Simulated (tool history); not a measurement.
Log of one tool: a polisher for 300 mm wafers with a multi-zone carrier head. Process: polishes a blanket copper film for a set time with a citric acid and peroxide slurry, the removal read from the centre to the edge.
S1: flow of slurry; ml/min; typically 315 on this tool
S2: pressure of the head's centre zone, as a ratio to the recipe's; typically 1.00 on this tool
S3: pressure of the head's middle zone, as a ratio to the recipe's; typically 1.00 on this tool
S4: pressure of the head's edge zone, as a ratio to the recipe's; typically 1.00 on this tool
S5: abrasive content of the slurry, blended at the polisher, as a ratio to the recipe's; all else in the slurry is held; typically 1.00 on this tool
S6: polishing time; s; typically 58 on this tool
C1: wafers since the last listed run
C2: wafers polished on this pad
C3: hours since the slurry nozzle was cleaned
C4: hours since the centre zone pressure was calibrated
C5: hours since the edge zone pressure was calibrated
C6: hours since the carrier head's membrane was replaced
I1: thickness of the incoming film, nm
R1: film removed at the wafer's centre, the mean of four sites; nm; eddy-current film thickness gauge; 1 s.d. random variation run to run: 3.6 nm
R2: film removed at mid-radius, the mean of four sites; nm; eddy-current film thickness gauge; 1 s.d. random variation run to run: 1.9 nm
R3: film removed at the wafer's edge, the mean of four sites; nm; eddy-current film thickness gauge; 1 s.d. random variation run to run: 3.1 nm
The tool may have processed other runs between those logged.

run   hour   S1    S2    S3    S4    S5  S6   C1    C2     C3      C4      C5     C6     I1     R1     R2     R3
  1    0.0  315  0.92  1.00  1.00  1.00  58    0   508   97.2  1048.8   592.6  185.4  577.1  213.4  224.5  229.3
  2   67.5  315  1.00  1.00  1.00  1.00  58  536  1044  164.7  1116.3   660.1  252.9  585.4  214.6  218.6  222.8
     104.5  -- worn pad replaced by a new one
  3  108.2  315  1.00  1.00  1.00  1.00  58  291    29  205.4  1157.0   700.8  293.6  577.6  238.5  236.1  238.8
  4  146.8  315  1.00  1.00  1.00  1.00  58  306   335  244.0  1195.6   739.4  332.2  581.6  225.3  227.4  233.3
  5  188.0  315  1.00  1.00  1.00  1.00  58  327   663  285.2  1236.8   780.6  373.4  584.6  230.5  224.3  230.5
  6  215.1  315  1.00  1.00  1.00  1.00  58  215   878  312.3  1263.9   807.7  400.5  575.9  225.1  218.2  226.4
  7  251.1  315  1.00  1.00  1.00  0.85  53  285  1164  348.3  1299.9   843.7  436.5  579.2  186.0  185.7  189.3
     296.5  -- worn pad replaced by a new one
     300.4  -- slurry nozzle cleaned
  8  301.7  315  1.00  1.00  1.00  0.85  53  362    33    1.3  1350.5   894.3  487.1  579.6  209.9  200.8  204.6
  9  366.9  315  1.00  1.00  1.00  1.00  58  517   550   66.5  1415.7   959.5  552.3  584.2  230.9  226.7  229.2
 10  420.5  315  1.00  1.00  1.00  1.00  58  425   976  120.1  1469.3  1013.1  605.9  578.8  233.0  220.9  225.4
     423.8  -- centre zone pressure recalibrated
 11  470.2  315  1.00  1.00  1.00  1.30  58  378  1355  169.8    46.4  1062.8  655.6  579.2  237.4  234.0  237.1
     481.9  -- worn pad replaced by a new one
     525.6  -- edge zone pressure recalibrated
 12  539.2  315  0.92  0.94  1.00  1.00  65  500   439  238.8   115.4    13.6  724.6  587.0  243.3  248.1  266.2
     606.6  -- slurry nozzle cleaned
 13  610.4  370  1.00  1.00  0.90  1.00  58  557   996    3.8   186.6    84.8  795.8  582.1  229.2  221.3  219.7
 14  655.8  380  1.00  1.00  1.00  1.00  58  360  1357   49.2   232.0   130.2  841.2  573.1  222.1  219.9  227.7
     660.9  -- carrier head's membrane replaced by a new one
     702.2  -- worn pad replaced by a new one
 15  724.9  315  1.05  1.00  1.09  1.00  58  477   180  118.3   301.1   199.3   64.0  582.7  242.3  232.1  249.8
 16  757.8  315  1.00  1.10  1.00  1.00  58  261   441  151.2   334.0   232.2   96.9  579.2  235.3  247.5  235.0
 17  824.3  315  1.00  1.00  1.00  1.00  58  528   969  217.7   400.5   298.7  163.4  588.1  219.6  218.7  225.2
     883.5  -- worn pad replaced by a new one
 18  886.4  315  1.00  1.00  1.00  1.00  58  461    22  279.8   462.6   360.8  225.5  582.4  235.6  236.9  242.7
 19  946.9  315  1.00  1.00  1.00  1.00  58  480   503  340.3   523.1   421.3  286.0  589.9  233.8  226.9  228.3
 20  978.8  315  1.00  1.00  1.00  1.10  74  253   756  372.2   555.0   453.2  317.9  576.5  309.3  298.3  301.8

For each run, what was the tool's unlogged condition?
slurry flow missing at the pad, %: 0, the same for each run
deviation of the centre zone's pressure from its setpoint, %: 0, the same for each run
deviation of the edge zone's pressure from its setpoint, %: 0, the same for each run
H1: removal rate lost through wear of the pad, %
run     H1
  1   4.04
  2   7.53
  3  0.867
  4   2.86
  5   4.99
  6    6.4
  7   8.26
  8  0.528
  9    3.9
 10   6.67
 11   9.24
 12   3.09
 13   6.77
 14   9.12
 15   1.47
 16   3.17
 17   6.61
 18  0.373
 19    3.5
 20   5.15

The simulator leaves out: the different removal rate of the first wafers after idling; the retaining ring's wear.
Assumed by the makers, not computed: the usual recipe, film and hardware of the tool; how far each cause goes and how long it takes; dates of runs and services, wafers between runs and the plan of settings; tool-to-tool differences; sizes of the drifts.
